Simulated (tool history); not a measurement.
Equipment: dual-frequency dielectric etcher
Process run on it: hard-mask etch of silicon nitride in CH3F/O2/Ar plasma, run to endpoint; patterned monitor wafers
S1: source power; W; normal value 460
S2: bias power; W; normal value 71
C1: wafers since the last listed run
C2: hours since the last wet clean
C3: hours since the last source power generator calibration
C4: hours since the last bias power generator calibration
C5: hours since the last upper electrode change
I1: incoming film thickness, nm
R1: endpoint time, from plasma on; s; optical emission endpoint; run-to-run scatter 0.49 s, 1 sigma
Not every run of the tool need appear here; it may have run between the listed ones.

run	day	S1	S2	C1	C2	C3	C4	C5	I1	R1
1	0.000	460	71	0	474.1	2429.9	3430.3	1578.6	42.52	62.9
2	3.617	460	71	824	560.9	2516.7	3517.1	1665.4	41.90	62.3
3	8.054	460	71	1011	667.4	2623.2	3623.6	1771.9	41.78	62.8
# day 10.342: wet clean of the chamber
4	16.175	460	71	1623	140.0	2818.1	3818.5	1966.8	41.86	59.8
5	18.250	460	71	473	189.8	2867.9	3868.3	2016.6	41.75	59.6
6	20.183	460	71	440	236.2	2914.3	3914.7	2063.0	41.62	60.1
7	21.958	460	71	404	278.8	2956.9	3957.3	2105.6	41.88	60.8
8	23.858	460	71	433	324.4	3002.5	4002.9	2151.2	42.12	61.2
9	27.475	460	71	824	411.2	3089.3	4089.7	2238.0	42.02	61.9
10	29.921	460	71	557	469.9	3148.0	4148.4	2296.7	41.75	61.8
# day 32.854: source power generator calibrated
# day 34.225: bias power generator calibrated
11	34.917	520	71	1063	589.8	49.5	16.6	2416.6	41.80	59.1
12	37.292	540	86	541	646.8	106.5	73.6	2473.6	41.71	52.6
# day 39.412: wet clean of the chamber
13	39.512	460	71	278	2.4	159.8	126.9	2526.9	42.21	61.1
14	43.267	580	77	855	92.5	249.9	217.0	2617.0	41.95	53.2
15	47.758	460	64	1024	200.3	357.7	324.8	2724.8	41.57	64.4
16	50.958	380	89	729	277.1	434.5	401.6	2801.6	41.90	59.8
17	53.800	530	53	647	345.3	502.7	469.8	2869.8	41.87	67.0
18	56.392	540	58	590	407.5	564.9	532.0	2932.0	42.15	64.4
19	60.846	460	71	1015	514.4	671.8	638.9	3038.9	42.20	63.5
20	64.158	580	84	755	593.9	751.3	718.4	3118.4	42.40	53.1
# day 67.883: upper electrode replaced
21	68.462	460	71	753	697.2	854.6	821.7	13.9	41.71	63.0
# day 72.512: wet clean of the chamber
22	72.533	340	63	700	0.5	952.3	919.4	111.6	42.22	74.1
23	74.254	360	54	392	41.8	993.6	960.7	152.9	41.93	77.3
24	76.579	420	64	530	97.6	1049.4	1016.5	208.7	41.91	65.4
25	88.921	460	71	2814	393.8	1345.6	1312.7	504.9	41.94	61.7
26	91.225	550	56	525	449.1	1400.9	1368.0	560.2	41.56	63.0
27	93.400	420	80	495	501.3	1453.1	1420.2	612.4	42.50	62.4
28	95.917	570	84	573	561.7	1513.5	1480.6	672.8	42.16	51.6
29	100.067	360	71	946	661.3	1613.1	1580.2	772.4	42.12	71.3
30	107.125	380	64	1609	830.7	1782.5	1749.6	941.8	41.53	72.3
# day 110.471: wet clean of the chamber
31	110.492	460	71	539	0.5	1863.3	1830.4	1022.6	42.03	59.6
32	112.762	520	60	517	55.0	1917.8	1884.9	1077.1	42.10	62.0
33	116.375	550	77	823	141.7	2004.5	1971.6	1163.8	42.05	53.2
34	118.088	510	76	390	182.8	2045.6	2012.7	1204.9	42.04	56.0
35	121.429	460	57	761	263.0	2125.8	2092.9	1285.1	41.86	67.7

Describe how what the log doesn't record of the tool's condition differs between the last listed run preceding each entry between runs and the first listed run following it.
Between runs 3 and 4: wet clean of the chamber (day 10.342)
  etch rate over this chamber's usual, %: -4.53 -> -0.158
  the result without the hidden state subtracted from the measured one, R1: +2.8 -> +0.1 s
Between runs 10 and 11: source power generator calibrated (day 32.854); bias power generator calibrated (day 34.225)
  etch rate over this chamber's usual, %: -2.29 -> -3.06
  the result without the hidden state subtracted from the measured one, R1: +1.4 -> +1.8 s
Between runs 12 and 13: wet clean of the chamber (day 39.412)
  etch rate over this chamber's usual, %: -3.43 -> -0.381
  the result without the hidden state subtracted from the measured one, R1: +1.8 -> +0.2 s
Between runs 20 and 21: upper electrode replaced (day 67.883)
  etch rate over this chamber's usual, %: -4.2 -> -4.87
  the result without the hidden state subtracted from the measured one, R1: +2.2 -> +3.1 s
Between runs 21 and 22: wet clean of the chamber (day 72.512)
  etch rate over this chamber's usual, %: -4.87 -> 0.689
  the result without the hidden state subtracted from the measured one, R1: +3.1 -> -0.5 s
Between runs 30 and 31: wet clean of the chamber (day 110.471)
  etch rate over this chamber's usual, %: -4.67 -> 0.798
  the result without the hidden state subtracted from the measured one, R1: +3.4 -> -0.5 s

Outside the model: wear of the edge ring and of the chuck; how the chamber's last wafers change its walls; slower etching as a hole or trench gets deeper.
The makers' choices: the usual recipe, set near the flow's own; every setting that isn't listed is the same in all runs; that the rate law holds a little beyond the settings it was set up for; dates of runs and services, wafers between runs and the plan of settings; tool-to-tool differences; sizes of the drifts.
